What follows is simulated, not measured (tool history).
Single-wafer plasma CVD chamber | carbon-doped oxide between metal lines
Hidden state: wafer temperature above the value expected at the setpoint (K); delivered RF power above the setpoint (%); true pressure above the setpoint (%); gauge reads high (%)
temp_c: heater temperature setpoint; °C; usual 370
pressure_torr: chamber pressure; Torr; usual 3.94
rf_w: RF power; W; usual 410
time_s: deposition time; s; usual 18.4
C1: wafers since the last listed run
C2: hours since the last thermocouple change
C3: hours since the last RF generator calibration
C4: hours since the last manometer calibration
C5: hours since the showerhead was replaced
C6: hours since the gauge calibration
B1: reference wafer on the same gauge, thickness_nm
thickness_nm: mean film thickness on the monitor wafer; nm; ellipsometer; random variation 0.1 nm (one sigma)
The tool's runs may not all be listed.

{"run": 1, "hour": 0.0, "temp_c": 366, "pressure_torr": 3.94, "rf_w": 410, "time_s": 18.4, "C1": 0, "C2": 2089.3, "C3": 969.9, "C4": 1185.7, "C5": 5383.8, "C6": 551.3, "B1": 72.473, "thickness_nm": 67.086}
{"run": 2, "hour": 12.7, "temp_c": 370, "pressure_torr": 3.94, "rf_w": 410, "time_s": 18.4, "C1": 277, "C2": 2102.0, "C3": 982.6, "C4": 1198.4, "C5": 5396.5, "C6": 564.0, "B1": 72.499, "thickness_nm": 66.522}
{"run": 3, "hour": 46.8, "temp_c": 370, "pressure_torr": 3.94, "rf_w": 410, "time_s": 18.4, "C1": 745, "C2": 2136.1, "C3": 1016.7, "C4": 1232.5, "C5": 5430.6, "C6": 598.1, "B1": 72.49, "thickness_nm": 66.484}
{"run": 4, "hour": 67.1, "temp_c": 366, "pressure_torr": 3.94, "rf_w": 430, "time_s": 18.4, "C1": 443, "C2": 2156.4, "C3": 1037.0, "C4": 1252.8, "C5": 5450.9, "C6": 618.4, "B1": 72.5, "thickness_nm": 69.611}
{"run": 5, "hour": 79.2, "temp_c": 366, "pressure_torr": 3.94, "rf_w": 430, "time_s": 18.4, "C1": 264, "C2": 2168.5, "C3": 1049.1, "C4": 1264.9, "C5": 5463.0, "C6": 630.5, "B1": 72.549, "thickness_nm": 69.398}
{"run": 6, "hour": 92.8, "temp_c": 366, "pressure_torr": 3.94, "rf_w": 430, "time_s": 18.4, "C1": 297, "C2": 2182.1, "C3": 1062.7, "C4": 1278.5, "C5": 5476.6, "C6": 644.1, "B1": 72.477, "thickness_nm": 69.42}
{"run": 7, "hour": 105.4, "temp_c": 370, "pressure_torr": 3.94, "rf_w": 410, "time_s": 18.4, "C1": 275, "C2": 2194.7, "C3": 1075.3, "C4": 1291.1, "C5": 5489.2, "C6": 656.7, "B1": 72.459, "thickness_nm": 66.544}
{"run": 8, "hour": 141.2, "temp_c": 370, "pressure_torr": 3.94, "rf_w": 410, "time_s": 18.4, "C1": 782, "C2": 2230.5, "C3": 1111.1, "C4": 1326.9, "C5": 5525.0, "C6": 692.5, "B1": 72.479, "thickness_nm": 66.418}
{"run": 9, "hour": 176.3, "temp_c": 370, "pressure_torr": 3.94, "rf_w": 410, "time_s": 18.4, "C1": 767, "C2": 2265.6, "C3": 1146.2, "C4": 1362.0, "C5": 5560.1, "C6": 727.6, "B1": 72.491, "thickness_nm": 66.535}
{"hour": 191.7, "done": "showerhead replaced"}
{"hour": 195.1, "done": "RF generator calibrated"}
{"run": 10, "hour": 195.6, "temp_c": 370, "pressure_torr": 3.94, "rf_w": 410, "time_s": 18.4, "C1": 172, "C2": 2284.9, "C3": 0.5, "C4": 1381.3, "C5": 3.9, "C6": 746.9, "B1": 72.522, "thickness_nm": 67.217}
{"run": 11, "hour": 225.1, "temp_c": 370, "pressure_torr": 3.94, "rf_w": 410, "time_s": 18.4, "C1": 644, "C2": 2314.4, "C3": 30.0, "C4": 1410.8, "C5": 33.4, "C6": 776.4, "B1": 72.505, "thickness_nm": 67.185}
{"run": 12, "hour": 241.3, "temp_c": 370, "pressure_torr": 3.94, "rf_w": 470, "time_s": 18.4, "C1": 354, "C2": 2330.6, "C3": 46.2, "C4": 1427.0, "C5": 49.6, "C6": 792.6, "B1": 72.462, "thickness_nm": 74.185}
{"run": 13, "hour": 265.8, "temp_c": 366, "pressure_torr": 3.94, "rf_w": 430, "time_s": 18.4, "C1": 535, "C2": 2355.1, "C3": 70.7, "C4": 1451.5, "C5": 74.1, "C6": 817.1, "B1": 72.519, "thickness_nm": 70.334}
{"hour": 282.9, "done": "capacitance manometer re-zeroed and calibrated"}
{"run": 14, "hour": 292.0, "temp_c": 378, "pressure_torr": 3.15, "rf_w": 410, "time_s": 18.4, "C1": 397, "C2": 2381.3, "C3": 96.9, "C4": 9.1, "C5": 100.3, "C6": 843.3, "B1": 72.482, "thickness_nm": 64.528}
{"run": 15, "hour": 327.5, "temp_c": 363, "pressure_torr": 3.94, "rf_w": 345, "time_s": 18.4, "C1": 776, "C2": 2416.8, "C3": 132.4, "C4": 44.6, "C5": 135.8, "C6": 878.8, "B1": 72.523, "thickness_nm": 59.749}
{"run": 16, "hour": 360.3, "temp_c": 383, "pressure_torr": 3.25, "rf_w": 430, "time_s": 20.9, "C1": 717, "C2": 2449.6, "C3": 165.2, "C4": 77.4, "C5": 168.6, "C6": 911.6, "B1": 72.485, "thickness_nm": 75.277}
{"hour": 362.1, "done": "gauge calibrated"}
{"run": 17, "hour": 396.0, "temp_c": 359, "pressure_torr": 3.94, "rf_w": 355, "time_s": 16.7, "C1": 780, "C2": 2485.3, "C3": 200.9, "C4": 113.1, "C5": 204.3, "C6": 33.9, "B1": 72.489, "thickness_nm": 55.944}
{"run": 18, "hour": 413.0, "temp_c": 370, "pressure_torr": 3.94, "rf_w": 410, "time_s": 18.4, "C1": 371, "C2": 2502.3, "C3": 217.9, "C4": 130.1, "C5": 221.3, "C6": 50.9, "B1": 72.501, "thickness_nm": 67.494}
{"hour": 437.6, "done": "thermocouple changed; heater temperature recalibrated"}
{"run": 19, "hour": 438.1, "temp_c": 370, "pressure_torr": 3.94, "rf_w": 410, "time_s": 18.4, "C1": 373, "C2": 0.5, "C3": 243.0, "C4": 155.2, "C5": 246.4, "C6": 76.0, "B1": 72.518, "thickness_nm": 67.238}
{"run": 20, "hour": 462.9, "temp_c": 370, "pressure_torr": 3.94, "rf_w": 410, "time_s": 18.4, "C1": 542, "C2": 25.3, "C3": 267.8, "C4": 180.0, "C5": 271.2, "C6": 100.8, "B1": 72.502, "thickness_nm": 67.209}
{"run": 21, "hour": 496.2, "temp_c": 370, "pressure_torr": 3.94, "rf_w": 410, "time_s": 18.4, "C1": 728, "C2": 58.6, "C3": 301.1, "C4": 213.3, "C5": 304.5, "C6": 134.1, "B1": 72.477, "thickness_nm": 67.059}
{"run": 22, "hour": 511.1, "temp_c": 360, "pressure_torr": 3.56, "rf_w": 410, "time_s": 18.4, "C1": 325, "C2": 73.5, "C3": 316.0, "C4": 228.2, "C5": 319.4, "C6": 149.0, "B1": 72.502, "thickness_nm": 67.765}
{"run": 23, "hour": 545.1, "temp_c": 370, "pressure_torr": 4.23, "rf_w": 410, "time_s": 18.4, "C1": 743, "C2": 107.5, "C3": 350.0, "C4": 262.2, "C5": 353.4, "C6": 183.0, "B1": 72.556, "thickness_nm": 67.713}
{"run": 24, "hour": 576.4, "temp_c": 360, "pressure_torr": 3.11, "rf_w": 410, "time_s": 22.1, "C1": 684, "C2": 138.8, "C3": 381.3, "C4": 293.5, "C5": 384.7, "C6": 214.3, "B1": 72.507, "thickness_nm": 79.687}
{"run": 25, "hour": 596.6, "temp_c": 362, "pressure_torr": 3.66, "rf_w": 490, "time_s": 21.6, "C1": 441, "C2": 159.0, "C3": 401.5, "C4": 313.7, "C5": 404.9, "C6": 234.5, "B1": 72.479, "thickness_nm": 90.075}
{"run": 26, "hour": 614.0, "temp_c": 370, "pressure_torr": 3.94, "rf_w": 410, "time_s": 18.4, "C1": 380, "C2": 176.4, "C3": 418.9, "C4": 331.1, "C5": 422.3, "C6": 251.9, "B1": 72.48, "thickness_nm": 67.024}
{"run": 27, "hour": 646.1, "temp_c": 370, "pressure_torr": 4.92, "rf_w": 345, "time_s": 18.4, "C1": 701, "C2": 208.5, "C3": 451.0, "C4": 363.2, "C5": 454.4, "C6": 284.0, "B1": 72.476, "thickness_nm": 60.608}
{"run": 28, "hour": 679.4, "temp_c": 385, "pressure_torr": 3.94, "rf_w": 410, "time_s": 18.4, "C1": 728, "C2": 241.8, "C3": 484.3, "C4": 396.5, "C5": 487.7, "C6": 317.3, "B1": 72.514, "thickness_nm": 65.034}
{"run": 29, "hour": 713.4, "temp_c": 384, "pressure_torr": 3.21, "rf_w": 340, "time_s": 14.7, "C1": 743, "C2": 275.8, "C3": 518.3, "C4": 430.5, "C5": 521.7, "C6": 351.3, "B1": 72.482, "thickness_nm": 43.899}

Forecast each of these 3 alternatives for the next run:
{"run": "A", "hour": 713.8, "temp_c": 370, "pressure_torr": 3.94, "rf_w": 410, "time_s": 18.4, "C1": 8, "C2": 276.2, "C3": 518.7, "C4": 430.9, "C5": 522.1, "C6": 351.7, "B1": "?", "thickness_nm": "?"}
{"run": "B", "hour": 713.8, "temp_c": 370, "pressure_torr": 3.94, "rf_w": 360, "time_s": 15.8, "C1": 8, "C2": 276.2, "C3": 518.7, "C4": 430.9, "C5": 522.1, "C6": 351.7, "B1": "?", "thickness_nm": "?"}
{"run": "C", "hour": 713.8, "temp_c": 370, "pressure_torr": 3.94, "rf_w": 410, "time_s": 16.8, "C1": 8, "C2": 276.2, "C3": 518.7, "C4": 430.9, "C5": 522.1, "C6": 351.7, "B1": "?", "thickness_nm": "?"}

run=A B1=72.510 thickness_nm=66.903
run=B B1=72.510 thickness_nm=51.978
run=C B1=72.510 thickness_nm=61.181
Without the tool's hidden state the same runs would have given:
run=A thickness_nm=68.067
run=B thickness_nm=52.911
run=C thickness_nm=62.245
